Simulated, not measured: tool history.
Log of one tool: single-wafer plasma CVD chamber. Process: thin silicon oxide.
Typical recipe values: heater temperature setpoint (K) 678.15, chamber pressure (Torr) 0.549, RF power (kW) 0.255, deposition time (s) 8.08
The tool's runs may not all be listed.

run      day  heater temperature setpoint (K)  chamber pressure (Torr)  RF power (kW)  deposition time (s)  wafers since the last listed run  hours since the last thermocouple change  hours since the last RF generator calibration  hours since the last manometer calibration  hours since the showerhead was replaced  hours since the gauge calibration  read-back reference wafer on the same gauge, thickness_nm  mean film thickness on the monitor wafer (nm)
  1        0                           678.15                    0.549          0.255                 8.08                                 0                                     733.3                                          296.9                                       934.2                                     2926                             1672.4                                                     11.517                                          9.808
  2    3.142                           678.15                    0.549          0.255                 7.65                              2119                                     808.7                                          372.3                                      1009.6                                   3001.4                             1747.8                                                     11.523                                          9.294
  3    6.029                           678.15                    0.549          0.255                 7.65                              1948                                       878                                          441.6                                      1078.9                                   3070.7                             1817.1                                                     11.538                                          9.245
  4    9.008                           678.15                    0.617          0.255                 8.08                              2010                                     949.5                                          513.1                                      1150.4                                   3142.2                             1888.6                                                     11.541                                         10.989
  5   11.096                           678.15                    0.617          0.255                 8.08                              1408                                     999.6                                          563.2                                      1200.5                                   3192.3                             1938.7                                                      11.53                                          10.99
  6   15.546                           678.15                    0.641          0.255                 8.08                              3002                                    1106.4                                            670                                      1307.3                                   3299.1                             2045.5                                                      11.55                                         11.372
  7   17.483                           678.15                    0.641          0.255                 8.08                              1307                                    1152.9                                          716.5                                      1353.8                                   3345.6                               2092                                                     11.546                                         11.375
  8   20.288                           678.15                    0.641          0.255                 8.08                              1892                                    1220.2                                          783.8                                      1421.1                                   3412.9                             2159.3                                                     11.523                                         11.352
  9   23.762                           678.15                    0.549          0.235                 8.08                              2344                                    1303.6                                          867.2                                      1504.5                                   3496.3                             2242.7                                                     11.535                                          9.394
 10   27.588                           678.15                    0.549          0.235                 8.08                              2580                                    1395.4                                            959                                      1596.3                                   3588.1                             2334.5                                                     11.547                                          9.416
 11   29.258                           678.15                    0.549          0.255                 8.08                              1127                                    1435.5                                          999.1                                      1636.4                                   3628.2                             2374.6                                                     11.532                                           9.83
 12   33.517                           678.15                    0.549          0.255                 8.08                              2873                                    1537.7                                         1101.3                                      1738.6                                   3730.4                             2476.8                                                     11.522                                          9.846
 13   37.871                           678.15                    0.549          0.255                 8.08                              2937                                    1642.2                                         1205.8                                      1843.1                                   3834.9                             2581.3                                                     11.556                                          9.797
 14   39.962                           678.15                    0.549          0.255                 8.08                              1411                                    1692.4                                           1256                                      1893.3                                   3885.1                             2631.5                                                     11.515                                          9.822
 15   42.404                           678.15                    0.549          0.255                 6.49                              1647                                      1751                                         1314.6                                      1951.9                                   3943.7                             2690.1                                                     11.549                                          7.923
 16   53.038                           678.15                    0.549          0.255                 8.08                              7174                                    2006.2                                         1569.8                                      2207.1                                   4198.9                             2945.3                                                     11.546                                          9.783
 17   57.167                           678.15                    0.452          0.255                 7.34                              2786                                    2105.3                                         1668.9                                      2306.2                                     4298                             3044.4                                                     11.545                                           7.48
      59.404  -- showerhead replaced
 18   60.362                           678.15                    0.549           0.29                 9.15                              1931                                      2182                                         1745.6                                      2382.9                                       23                             3121.1                                                     11.551                                         11.765
      61.179  -- thermocouple changed; heater temperature recalibrated
 19   64.329                           678.15                    0.549           0.28                 8.08                              2451                                      75.6                                         1840.8                                      2478.1                                    118.2                             3216.3                                                     11.527                                         10.191
      67.438  -- capacitance manometer re-zeroed and calibrated
 20   67.954                           678.15                    0.549          0.255                 7.65                              2221                                     162.6                                         1927.8                                        12.4                                    205.2                             3303.3                                                     11.532                                          9.321
      69.888  -- gauge calibrated
 21   69.958                           678.15                    0.641          0.255                 8.08                              1352                                     210.7                                         1975.9                                        60.5                                    253.3                                1.7                                                     11.556                                         11.336
      72.421  -- RF generator calibrated
 22   76.167                           678.15                    0.549          0.255                 8.08                              3964                                     359.7                                           89.9                                       209.5                                    402.3                              150.7                                                     11.539                                          9.791
 23   80.062                           678.15                    0.644          0.255                 7.37                              2628                                     453.2                                          183.4                                         303                                    495.8                              244.2                                                     11.534                                         10.423
 24    83.05                           678.15                    0.549          0.255                 8.08                              2015                                     524.9                                          255.1                                       374.7                                    567.5                              315.9                                                     11.543                                          9.793
 25   85.596                           678.15                    0.466          0.255                 8.08                              1717                                       586                                          316.2                                       435.8                                    628.6                                377                                                     11.542                                          8.431
 26   89.971                           678.15                    0.549          0.255                 8.08                              2952                                       691                                          421.2                                       540.8                                    733.6                                482                                                     11.557                                          9.824
 27    92.95                           672.15                    0.549           0.27                 8.08                              2010                                     762.5                                          492.7                                       612.3                                    805.1                              553.5                                                     11.544                                          10.15
 28   97.038                           678.15                    0.549          0.285                 8.08                              2758                                     860.6                                          590.8                                       710.4                                    903.2                              651.6                                                     11.552                                         10.256
 29  100.358                           678.15                    0.549          0.255                 8.08                              2240                                     940.3                                          670.5                                       790.1                                    982.9                              731.3                                                     11.539                                          9.777
 30  103.104                           678.15                    0.549          0.215                 8.08                              1852                                    1006.2                                          736.4                                         856                                   1048.8                              797.2                                                     11.529                                          9.165

Entry by entry between the runs, the difference in hidden state between the last listed run before and the first listed run after:
Run 17 -> run 18: showerhead replaced (day 59.404)
  both runs share identical hidden conditions
Run 18 -> run 19: thermocouple changed; heater temperature recalibrated (day 61.179)
  both runs share identical hidden conditions
Run 19 -> run 20: capacitance manometer re-zeroed and calibrated (day 67.438)
  both runs share identical hidden conditions
Run 20 -> run 21: gauge calibrated (day 69.888)
  both runs share identical hidden conditions
Run 21 -> run 22: RF generator calibrated (day 72.421)
  both runs share identical hidden conditions

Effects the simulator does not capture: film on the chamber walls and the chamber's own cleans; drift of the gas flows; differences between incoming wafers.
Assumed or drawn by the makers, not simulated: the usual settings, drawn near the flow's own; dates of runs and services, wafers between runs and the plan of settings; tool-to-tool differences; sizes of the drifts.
